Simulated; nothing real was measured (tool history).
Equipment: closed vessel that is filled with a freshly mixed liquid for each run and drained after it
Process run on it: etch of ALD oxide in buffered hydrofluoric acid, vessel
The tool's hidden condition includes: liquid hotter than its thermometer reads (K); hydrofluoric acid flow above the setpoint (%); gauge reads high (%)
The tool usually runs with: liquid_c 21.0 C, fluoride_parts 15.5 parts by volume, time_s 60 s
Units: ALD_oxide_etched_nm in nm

run,day,liquid_c,fluoride_parts,time_s,wafers since the last listed run,hours since the thermometer was replaced,hours since the hydrofluoric acid flow meter was replaced,hours since the gauge calibration,"read-back film thickness of the ALD oxide reference wafer, read on the same gauge (nm)",ALD_oxide_etched_nm
1,0.000,21.0,15.5,85,0,618.6,1000.5,69.6,30.02,171.64
2,0.721,21.0,15.5,60,1089,635.9,1017.8,86.9,30.01,120.39
3,1.154,21.0,15.5,45,654,646.3,1028.2,97.3,30.01,90.90
4,1.788,21.0,15.5,45,956,661.5,1043.4,112.5,30.02,91.14
5,2.142,21.0,15.5,45,535,670.0,1051.9,121.0,30.00,91.46
6,2.667,22.5,15.5,60,793,682.6,1064.5,133.6,29.98,131.68
7,3.321,22.5,15.5,60,988,698.3,1080.2,149.3,29.99,131.47
8,3.642,22.5,15.5,60,484,706.0,1087.9,157.0,29.98,132.12
9,4.496,21.0,15.5,60,1290,726.5,1108.4,177.5,30.00,121.80
# day 4.762: hydrofluoric acid flow meter replaced
10,4.908,21.0,15.5,60,560,736.4,3.5,187.4,30.00,121.80
11,5.175,21.0,13.5,75,402,742.8,9.9,193.8,30.02,174.34
12,5.496,18.0,15.5,60,484,750.5,17.6,201.5,29.99,103.25
13,5.867,21.0,18.5,35,560,759.4,26.5,210.4,29.98,59.81

Estimate the outcome of run 14 from the log above:
14,7.217,21.0,10.0,60,2039,791.8,58.9,242.8,?,?

{"run 14": {"read-back film thickness of the ALD oxide reference wafer, read on the same gauge (nm)": 30.0, "ALD_oxide_etched_nm": 188.37}}
On a tool with no hidden condition, and with the same random variation, this run would have come out at ALD_oxide_etched_nm 175.67 nm.

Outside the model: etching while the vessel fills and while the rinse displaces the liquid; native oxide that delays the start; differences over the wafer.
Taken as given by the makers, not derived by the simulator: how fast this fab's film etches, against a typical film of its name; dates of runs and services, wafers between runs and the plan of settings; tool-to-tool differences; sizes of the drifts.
